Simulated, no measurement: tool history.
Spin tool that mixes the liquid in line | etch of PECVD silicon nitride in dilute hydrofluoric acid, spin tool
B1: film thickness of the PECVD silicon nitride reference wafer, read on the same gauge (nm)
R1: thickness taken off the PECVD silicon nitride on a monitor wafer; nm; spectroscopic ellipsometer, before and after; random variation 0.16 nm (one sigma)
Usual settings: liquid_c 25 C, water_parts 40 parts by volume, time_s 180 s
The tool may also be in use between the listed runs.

Run 1, hour 0: usual settings; B1 130. Result: R1 20.74 nm.
Run 2, hour 19.2: usual settings; B1 130.01. Result: R1 20.89 nm.
Run 3, hour 32.4: usual settings; B1 130.01. Result: R1 20.71 nm.
Run 4, hour 66.3: usual settings; B1 130. Result: R1 21.05 nm.
Run 5, hour 92.3: usual settings but time_s 140 s; B1 129.99. Result: R1 16.04 nm.
Run 6, hour 116.3: usual settings but time_s 140 s; B1 130.01. Result: R1 15.99 nm.
Run 7, hour 152.3: usual settings; B1 129.99. Result: R1 20.45 nm.
Run 8, hour 173.1: usual settings; B1 129.99. Result: R1 20.28 nm.
Run 9, hour 198.3: usual settings; B1 129.99. Result: R1 20.26 nm.
Run 10, hour 224.9: usual settings but liquid_c 26 C, time_s 150 s; B1 130. Result: R1 17.95 nm.
Run 11, hour 242: usual settings but liquid_c 26 C, time_s 150 s; B1 130.01. Result: R1 17.87 nm.
Run 12, hour 277: usual settings; B1 129.99. Result: R1 20.11 nm.
Run 13, hour 290.7: usual settings; B1 130. Result: R1 19.97 nm.
Run 14, hour 317.3: usual settings; B1 130.02. Result: R1 19.75 nm.
At hour 331.9: hydrofluoric acid flow meter replaced.
Run 15, hour 338.7: usual settings but water_parts 25 parts by volume, time_s 145 s; B1 130.03. Result: R1 28.64 nm.
At hour 354.7: gauge calibrated.
Run 16, hour 361.7: usual settings but liquid_c 27.5 C, water_parts 30 parts by volume, time_s 280 s; B1 130. Result: R1 55.65 nm.
Run 17, hour 383.9: usual settings but liquid_c 27 C, water_parts 55 parts by volume, time_s 125 s; B1 130. Result: R1 13.23 nm.
At hour 397.4: thermometer replaced.
Run 18, hour 408.5: usual settings; B1 130.01. Result: R1 24.53 nm.
Run 19, hour 420.7: usual settings but liquid_c 22 C, water_parts 25 parts by volume, time_s 145 s; B1 129.99. Result: R1 25.65 nm.
Run 20, hour 453: usual settings but liquid_c 29.5 C, water_parts 50 parts by volume, time_s 285 s; B1 130. Result: R1 42.47 nm.
Run 21, hour 486.3: usual settings but liquid_c 27 C, water_parts 30 parts by volume; B1 130. Result: R1 37.49 nm.
Run 22, hour 510.1: usual settings but water_parts 35 parts by volume; B1 130. Result: R1 27.79 nm.
Run 23, hour 534.9: usual settings but liquid_c 21 C, time_s 245 s; B1 129.99. Result: R1 25.36 nm.
Run 24, hour 548.2: usual settings; B1 129.99. Result: R1 24.57 nm.
Run 25, hour 573.4: usual settings but water_parts 55 parts by volume; B1 130.01. Result: R1 17.86 nm.
Run 26, hour 606.7: usual settings; B1 130.01. Result: R1 24.12 nm.

Forecast each of these 5 alternatives for the next run:
Run A, hour 607.2: usual settings but water_parts 60 parts by volume; B1 ?. Result: R1 ?.
Run B, hour 607.2: usual settings but liquid_c 21.5 C, water_parts 50 parts by volume, time_s 85 s; B1 ?. Result: R1 ?.
Run C, hour 607.2: usual settings but liquid_c 28.5 C; B1 ?. Result: R1 ?.
Run D, hour 607.2: usual settings but water_parts 25 parts by volume; B1 ?. Result: R1 ?.
Run E, hour 607.2: usual settings but water_parts 20 parts by volume, time_s 230 s; B1 ?. Result: R1 ?.

run   B1     R1
  A  130  16.15
  B  130   7.19
  C  130  30.33
  D  130  37.87
  E  130  59.93
Without the tool's hidden state the same runs would have given:
run     R1
  A  17.15
  B   7.64
  C   32.2
  D  40.24
  E  63.67
